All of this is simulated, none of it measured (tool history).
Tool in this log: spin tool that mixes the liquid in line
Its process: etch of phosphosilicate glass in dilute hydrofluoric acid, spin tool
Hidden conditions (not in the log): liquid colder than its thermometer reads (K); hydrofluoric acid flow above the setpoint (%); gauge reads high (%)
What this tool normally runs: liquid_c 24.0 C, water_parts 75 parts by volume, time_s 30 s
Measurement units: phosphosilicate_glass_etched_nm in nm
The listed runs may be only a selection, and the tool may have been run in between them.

| run | hour | liquid_c | water_parts | time_s | wafers since the last listed run | hours since the thermometer was replaced | hours since the hydrofluoric acid flow meter was replaced | hours since the gauge calibration | read-back film thickness of the phosphosilicate glass reference wafer, read on the same gauge (nm) | phosphosilicate_glass_etched_nm |
|---|---|---|---|---|---|---|---|---|---|---|
| 1 | 0.0 | 24.0 | 75 | 30 | 0 | 1245.4 | 623.6 | 1634.9 | 131.02 | 38.30 |
| 2 | 85.9 | 24.0 | 75 | 30 | 1242 | 1331.3 | 709.5 | 1720.8 | 131.29 | 38.68 |
| 3 | 122.4 | 24.0 | 75 | 30 | 527 | 1367.8 | 746.0 | 1757.3 | 131.43 | 38.21 |
| 4 | 200.3 | 24.0 | 75 | 30 | 1126 | 1445.7 | 823.9 | 1835.2 | 131.69 | 38.68 |
| 5 | 271.9 | 24.0 | 95 | 30 | 1035 | 1517.3 | 895.5 | 1906.8 | 131.94 | 29.73 |
| 6 | 347.7 | 24.0 | 95 | 30 | 1096 | 1593.1 | 971.3 | 1982.6 | 132.23 | 30.06 |
| 7 | 418.4 | 24.0 | 75 | 25 | 1022 | 1663.8 | 1042.0 | 2053.3 | 132.53 | 32.48 |
| 8 | 501.1 | 24.0 | 75 | 25 | 1196 | 1746.5 | 1124.7 | 2136.0 | 132.84 | 32.69 |
|  | 538.4 | thermometer replaced |
| 9 | 567.9 | 24.0 | 75 | 25 | 951 | 29.5 | 1191.5 | 2202.8 | 133.13 | 32.43 |
| 10 | 668.3 | 24.0 | 75 | 30 | 1452 | 129.9 | 1291.9 | 2303.2 | 133.55 | 39.92 |
| 11 | 748.0 | 24.0 | 75 | 30 | 1152 | 209.6 | 1371.6 | 2382.9 | 133.93 | 39.37 |
| 12 | 814.4 | 24.0 | 75 | 30 | 960 | 276.0 | 1438.0 | 2449.3 | 134.23 | 38.73 |
| 13 | 889.7 | 24.0 | 75 | 30 | 1089 | 351.3 | 1513.3 | 2524.6 | 134.60 | 39.11 |
|  | 940.5 | gauge calibrated |
| 14 | 948.2 | 20.5 | 45 | 30 | 846 | 409.8 | 1571.8 | 7.7 | 130.26 | 57.89 |
| 15 | 1050.5 | 19.5 | 50 | 50 | 1479 | 512.1 | 1674.1 | 110.0 | 130.28 | 81.78 |
| 16 | 1132.7 | 24.0 | 75 | 30 | 1188 | 594.3 | 1756.3 | 192.2 | 130.31 | 38.79 |
| 17 | 1229.4 | 26.0 | 115 | 40 | 1398 | 691.0 | 1853.0 | 288.9 | 130.35 | 34.53 |
|  | 1269.1 | hydrofluoric acid flow meter replaced |
| 18 | 1271.0 | 24.0 | 110 | 20 | 587 | 732.6 | 1.9 | 330.5 | 130.38 | 16.33 |
| 19 | 1354.4 | 24.0 | 75 | 30 | 1206 | 816.0 | 85.3 | 413.9 | 130.44 | 38.98 |
| 20 | 1400.5 | 28.0 | 75 | 30 | 666 | 862.1 | 131.4 | 460.0 | 130.47 | 44.44 |
| 21 | 1466.6 | 24.0 | 75 | 30 | 955 | 928.2 | 197.5 | 526.1 | 130.52 | 38.57 |
| 22 | 1545.0 | 24.0 | 35 | 15 | 1133 | 1006.6 | 275.9 | 604.5 | 130.62 | 43.07 |
| 23 | 1624.2 | 24.0 | 75 | 30 | 1145 | 1085.8 | 355.1 | 683.7 | 130.71 | 38.72 |
| 24 | 1670.3 | 20.5 | 90 | 30 | 666 | 1131.9 | 401.2 | 729.8 | 130.79 | 27.11 |
| 25 | 1751.9 | 29.0 | 105 | 15 | 1180 | 1213.5 | 482.8 | 811.4 | 130.90 | 15.54 |
| 26 | 1859.6 | 27.0 | 90 | 30 | 1557 | 1321.2 | 590.5 | 919.1 | 131.08 | 35.52 |
| 27 | 2127.1 | 29.0 | 105 | 15 | 3868 | 1588.7 | 858.0 | 1186.6 | 131.63 | 16.08 |
| 28 | 2193.9 | 27.0 | 90 | 30 | 966 | 1655.5 | 924.8 | 1253.4 | 131.82 | 35.30 |
| 29 | 2294.2 | 20.0 | 95 | 25 | 1450 | 1755.8 | 1025.1 | 1353.7 | 132.05 | 21.15 |
| 30 | 2339.7 | 24.0 | 75 | 30 | 658 | 1801.3 | 1070.6 | 1399.2 | 132.18 | 38.59 |
|  | 2372.7 | thermometer replaced |
| 31 | 2424.2 | 24.0 | 75 | 20 | 1207 | 51.5 | 1155.1 | 1483.7 | 132.40 | 25.66 |
| 32 | 2531.4 | 24.0 | 55 | 30 | 1550 | 158.7 | 1262.3 | 1590.9 | 132.74 | 55.05 |
| 33 | 2593.5 | 22.0 | 75 | 30 | 898 | 220.8 | 1324.4 | 1653.0 | 132.91 | 35.32 |

Measured minus without-hidden-state, run by run (identical run-to-run variation in each term; gauge scatter may differ):
| run | phosphosilicate_glass_etched_nm |
|---|---|
| 1 | +0.30 |
| 2 | +0.38 |
| 3 | +0.40 |
| 4 | +0.50 |
| 5 | +0.44 |
| 6 | +0.51 |
| 7 | +0.62 |
| 8 | +0.69 |
| 9 | +0.76 |
| 10 | +1.07 |
| 11 | +1.15 |
| 12 | +1.22 |
| 13 | +1.34 |
| 14 | +0.11 |
| 15 | +0.17 |
| 16 | +0.09 |
| 17 | +0.10 |
| 18 | +0.04 |
| 19 | +0.13 |
| 20 | +0.16 |
| 21 | +0.15 |
| 22 | +0.21 |
| 23 | +0.21 |
| 24 | +0.16 |
| 25 | +0.11 |
| 26 | +0.29 |
| 27 | +0.20 |
| 28 | +0.48 |
| 29 | +0.33 |
| 30 | +0.64 |
| 31 | +0.47 |
| 32 | +1.13 |
| 33 | +0.78 |
